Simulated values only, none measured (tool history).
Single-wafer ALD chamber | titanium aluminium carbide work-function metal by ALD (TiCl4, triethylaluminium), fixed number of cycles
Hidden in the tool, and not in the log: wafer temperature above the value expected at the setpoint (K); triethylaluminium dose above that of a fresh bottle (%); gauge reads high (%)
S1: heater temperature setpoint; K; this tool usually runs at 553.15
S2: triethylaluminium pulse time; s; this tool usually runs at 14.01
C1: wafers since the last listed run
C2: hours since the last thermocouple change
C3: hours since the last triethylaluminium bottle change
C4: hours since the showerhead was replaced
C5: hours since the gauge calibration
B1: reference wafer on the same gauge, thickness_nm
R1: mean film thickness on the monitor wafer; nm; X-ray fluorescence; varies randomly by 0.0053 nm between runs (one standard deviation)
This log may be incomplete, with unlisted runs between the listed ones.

Run 1, day 0: usual settings; C1 0; C2 1352.5; C3 1044.1; C4 2851.7; C5 95.6; B1 1.758. Result: R1 1.813 nm.
Run 2, day 0.642: usual settings; C1 173; C2 1367.9; C3 1059.5; C4 2867.1; C5 111; B1 1.759. Result: R1 1.824 nm.
Run 3, day 0.988: usual settings; C1 93; C2 1376.2; C3 1067.8; C4 2875.4; C5 119.3; B1 1.76. Result: R1 1.804 nm.
Run 4, day 1.679: usual settings; C1 186; C2 1392.8; C3 1084.4; C4 2892; C5 135.9; B1 1.76. Result: R1 1.817 nm.
Run 5, day 2.125: usual settings; C1 120; C2 1403.5; C3 1095.1; C4 2902.7; C5 146.6; B1 1.759. Result: R1 1.806 nm.
Run 6, day 2.875: usual settings; C1 202; C2 1421.5; C3 1113.1; C4 2920.7; C5 164.6; B1 1.76. Result: R1 1.81 nm.
Run 7, day 3.542: usual settings but S1 545.15 K; C1 180; C2 1437.5; C3 1129.1; C4 2936.7; C5 180.6; B1 1.759. Result: R1 1.745 nm.
Run 8, day 4.246: usual settings but S1 545.15 K; C1 190; C2 1454.4; C3 1146; C4 2953.6; C5 197.5; B1 1.761. Result: R1 1.747 nm.
Run 9, day 4.546: usual settings but S1 545.15 K; C1 81; C2 1461.6; C3 1153.2; C4 2960.8; C5 204.7; B1 1.759. Result: R1 1.747 nm.
Run 10, day 5.192: usual settings but S2 18.1 s; C1 174; C2 1477.1; C3 1168.7; C4 2976.3; C5 220.2; B1 1.76. Result: R1 1.888 nm.
Run 11, day 5.467: usual settings but S1 545.15 K, S2 11.53 s; C1 74; C2 1483.7; C3 1175.3; C4 2982.9; C5 226.8; B1 1.762. Result: R1 1.631 nm.
Run 12, day 6.683: usual settings but S1 545.15 K, S2 11.53 s; C1 328; C2 1512.9; C3 1204.5; C4 3012.1; C5 256; B1 1.76. Result: R1 1.632 nm.
Run 13, day 7: usual settings; C1 85; C2 1520.5; C3 1212.1; C4 3019.7; C5 263.6; B1 1.759. Result: R1 1.81 nm.
At day 7.617: gauge calibrated.
At day 7.767: thermocouple changed; heater temperature recalibrated.
Run 14, day 9.133: usual settings; C1 486; C2 32.8; C3 1263.3; C4 3070.9; C5 36.4; B1 1.762. Result: R1 1.81 nm.
Run 15, day 9.383: usual settings but S1 539.15 K; C1 67; C2 38.8; C3 1269.3; C4 3076.9; C5 42.4; B1 1.76. Result: R1 1.684 nm.
Run 16, day 9.671: usual settings but S1 558.15 K, S2 12.08 s; C1 77; C2 45.7; C3 1276.2; C4 3083.8; C5 49.3; B1 1.759. Result: R1 1.759 nm.
At day 11.05: showerhead replaced, of another model than before.
Run 17, day 11.071: usual settings but S1 544.15 K, S2 18.41 s; C1 288; C2 79.3; C3 1309.8; C4 0.5; C5 82.9; B1 1.761. Result: R1 1.611 nm.
Run 18, day 11.421: usual settings but S1 566.15 K, S2 15.68 s; C1 94; C2 87.7; C3 1318.2; C4 8.9; C5 91.3; B1 1.761. Result: R1 1.578 nm.
Run 19, day 11.742: usual settings but S1 545.15 K, S2 11.22 s; C1 86; C2 95.4; C3 1325.9; C4 16.6; C5 99; B1 1.762. Result: R1 0.914 nm.
At day 12.667: triethylaluminium bottle replaced.
Run 20, day 12.942: usual settings but S1 539.15 K, S2 18.17 s; C1 234; C2 124.2; C3 6.6; C4 45.4; C5 127.8; B1 1.761. Result: R1 1.815 nm.
Run 21, day 13.571: usual settings but S1 559.15 K, S2 15.52 s; C1 169; C2 139.3; C3 21.7; C4 60.5; C5 142.9; B1 1.76. Result: R1 1.988 nm.
Run 22, day 14.017: usual settings but S1 543.15 K, S2 8.52 s; C1 120; C2 150; C3 32.4; C4 71.2; C5 153.6; B1 1.759. Result: R1 0.922 nm.
Run 23, day 14.65: usual settings but S1 545.15 K, S2 11.53 s; C1 171; C2 165.2; C3 47.6; C4 86.4; C5 168.8; B1 1.761. Result: R1 1.717 nm.
Run 24, day 15.4: usual settings; C1 202; C2 183.2; C3 65.6; C4 104.4; C5 186.8; B1 1.758. Result: R1 1.89 nm.
Run 25, day 15.738: usual settings; C1 91; C2 191.3; C3 73.7; C4 112.5; C5 194.9; B1 1.76. Result: R1 1.896 nm.
Run 26, day 16.067: usual settings but S1 545.15 K, S2 11.53 s; C1 88; C2 199.2; C3 81.6; C4 120.4; C5 202.8; B1 1.761. Result: R1 1.689 nm.
Run 27, day 16.679: usual settings but S1 563.15 K, S2 17.83 s; C1 165; C2 213.9; C3 96.3; C4 135.1; C5 217.5; B1 1.76. Result: R1 2.021 nm.
Run 28, day 17.183: usual settings but S1 567.15 K; C1 136; C2 226; C3 108.4; C4 147.2; C5 229.6; B1 1.758. Result: R1 2.004 nm.
Run 29, day 17.738: usual settings but S2 10.74 s; C1 149; C2 239.3; C3 121.7; C4 160.5; C5 242.9; B1 1.759. Result: R1 1.599 nm.
Run 30, day 18.146: usual settings; C1 110; C2 249.1; C3 131.5; C4 170.3; C5 252.7; B1 1.76. Result: R1 1.885 nm.
Run 31, day 18.412: usual settings but S2 18.22 s; C1 72; C2 255.5; C3 137.9; C4 176.7; C5 259.1; B1 1.761. Result: R1 1.942 nm.
At day 19.583: gauge calibrated.
Run 32, day 20.517: usual settings; C1 568; C2 306; C3 188.4; C4 227.2; C5 22.4; B1 1.762. Result: R1 1.844 nm.

The tool's hidden state at each run:
wafer temperature above the value expected at the setpoint (K): 0 across all the runs
gauge reads high (%): 0 across all the runs
H1: triethylaluminium dose above that of a fresh bottle (%)
run     H1
  1  -34.2
  2  -34.3
  3  -34.4
  4  -34.5
  5  -34.6
  6  -34.7
  7  -34.8
  8  -34.9
  9  -34.9
 10    -35
 11    -35
 12  -35.1
 13  -35.2
 14  -35.4
 15  -35.4
 16  -35.5
 17  -35.6
 18  -35.6
 19  -35.6
 20  -4.48
 21   -5.8
 22  -6.71
 23  -7.96
 24  -9.38
 25    -10
 26  -10.6
 27  -11.7
 28  -12.5
 29  -13.4
 30  -14.1
 31  -14.5
 32  -17.6
